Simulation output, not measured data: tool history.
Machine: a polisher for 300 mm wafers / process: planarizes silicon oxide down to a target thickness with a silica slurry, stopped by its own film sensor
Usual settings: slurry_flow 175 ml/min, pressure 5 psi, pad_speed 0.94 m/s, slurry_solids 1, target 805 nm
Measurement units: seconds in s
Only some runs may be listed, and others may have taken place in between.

run,hour,slurry_flow,pressure,pad_speed,slurry_solids,target,wafers since the last listed run,wafers polished on this pad,hours since the slurry nozzle was cleaned,hours since the head pressure was calibrated,hours since the slurry blender was calibrated,hours since the conditioning disc was replaced,"incoming thickness of the incoming film, nm",seconds
1,0,175,5,0.94,1,805,0,313,206.2,868.4,111.2,488.7,1251.5,147.6
2,60.9,175,5,0.94,1,805,383,697,267.1,929.3,172.1,549.6,1236,146.2
# hour 80.3: slurry blender recalibrated
# hour 82.3: conditioning disc replaced and pad reconditioned
3,97.8,175,5,0.94,1,805,207,904,304,966.2,17.5,15.5,1241.2,138.5
4,131.1,175,5,0.94,1,805,209,1114,337.3,999.5,50.8,48.8,1261.9,148.3
# hour 151: worn pad replaced by a new one
# hour 158.4: slurry nozzle cleaned
5,162.7,175,5,0.94,1,805,167,67,4.3,1031.1,82.4,80.4,1258.4,139.2
6,190.4,175,5,0.94,1,853,174,241,32,1058.8,110.1,108.1,1239.1,118.7
7,234.4,175,5,0.94,1,853,277,518,76,1102.8,154.1,152.1,1256.6,126.8
# hour 285.9: slurry blender recalibrated
8,289.8,175,5,0.94,1,853,336,855,131.4,1158.2,3.9,207.5,1264.3,133.7
9,334.7,175,5,0.94,1,805,282,1138,176.3,1203.1,48.8,252.4,1242.7,145.6
# hour 350.4: worn pad replaced by a new one
# hour 368.2: head pressure recalibrated
10,368.7,175,3.8,0.94,1,687,176,102,210.3,0.5,82.8,286.4,1251.5,218.4
11,440.1,175,3.8,0.94,1,687,449,552,281.7,71.9,154.2,357.8,1252.7,222
# hour 483.9: slurry blender recalibrated
12,511.8,175,5,0.94,1,805,439,991,353.4,143.6,27.9,429.5,1253,149.5
# hour 538.3: slurry nozzle cleaned
13,543.3,175,5,0.94,1.2,723,192,1183,5,175.1,59.4,461,1272.3,174.4
# hour 562.3: worn pad replaced by a new one
14,605.2,125,5.9,0.94,1.2,953,364,270,66.9,237,121.3,522.9,1236.5,79.3
# hour 608.3: conditioning disc replaced and pad reconditioned
15,664.5,215,5,1.08,0.85,805,361,631,126.2,296.3,180.6,56.2,1244.3,132.1
# hour 676.8: slurry blender recalibrated
16,710,175,5.5,0.94,1.25,805,274,905,171.7,341.8,33.2,101.7,1256.9,118.8
# hour 739.6: worn pad replaced by a new one
17,781.5,225,5,0.76,1,805,425,263,243.2,413.3,104.7,173.2,1263.4,161.1
18,826.2,230,6.1,1.04,0.8,805,281,545,287.9,458,149.4,217.9,1237.6,122.8
19,859.8,190,5,1.04,1.1,805,211,757,321.5,491.6,183,251.5,1258.6,128.1
# hour 893.4: slurry nozzle cleaned
# hour 898.2: slurry blender recalibrated
20,928,175,5,0.94,1,805,410,1168,34.6,559.8,29.8,319.7,1258.1,154.1
# hour 938.7: worn pad replaced by a new one
21,970.5,130,3.6,0.94,1.1,859,242,200,77.1,602.3,72.3,362.2,1246.6,157.6
22,995.7,175,5,0.94,1,805,158,358,102.3,627.5,97.5,387.4,1257.2,146.5
23,1020.8,210,3.7,0.7,0.75,805,158,517,127.4,652.6,122.6,412.5,1250.4,266.9

Below are 4 alternative next runs, each starting from the tool's condition after run 23. Predict each:
A,1021.3,145,5,0.94,1,805,3,520,127.9,653.1,123.1,413,1272.4,?
B,1021.3,225,5.5,0.84,1,805,3,520,127.9,653.1,123.1,413,1272.4,?
C,1021.3,175,5,0.94,1.25,935,3,520,127.9,653.1,123.1,413,1272.4,?
D,1021.3,225,5,1.16,1,884,3,520,127.9,653.1,123.1,413,1272.4,?

run,seconds
A,158.8
B,149.8
C,97.6
D,105.6
What these runs would have given with no unlogged condition in the tool:
run,seconds
A,143.8
B,136
C,88.4
D,94

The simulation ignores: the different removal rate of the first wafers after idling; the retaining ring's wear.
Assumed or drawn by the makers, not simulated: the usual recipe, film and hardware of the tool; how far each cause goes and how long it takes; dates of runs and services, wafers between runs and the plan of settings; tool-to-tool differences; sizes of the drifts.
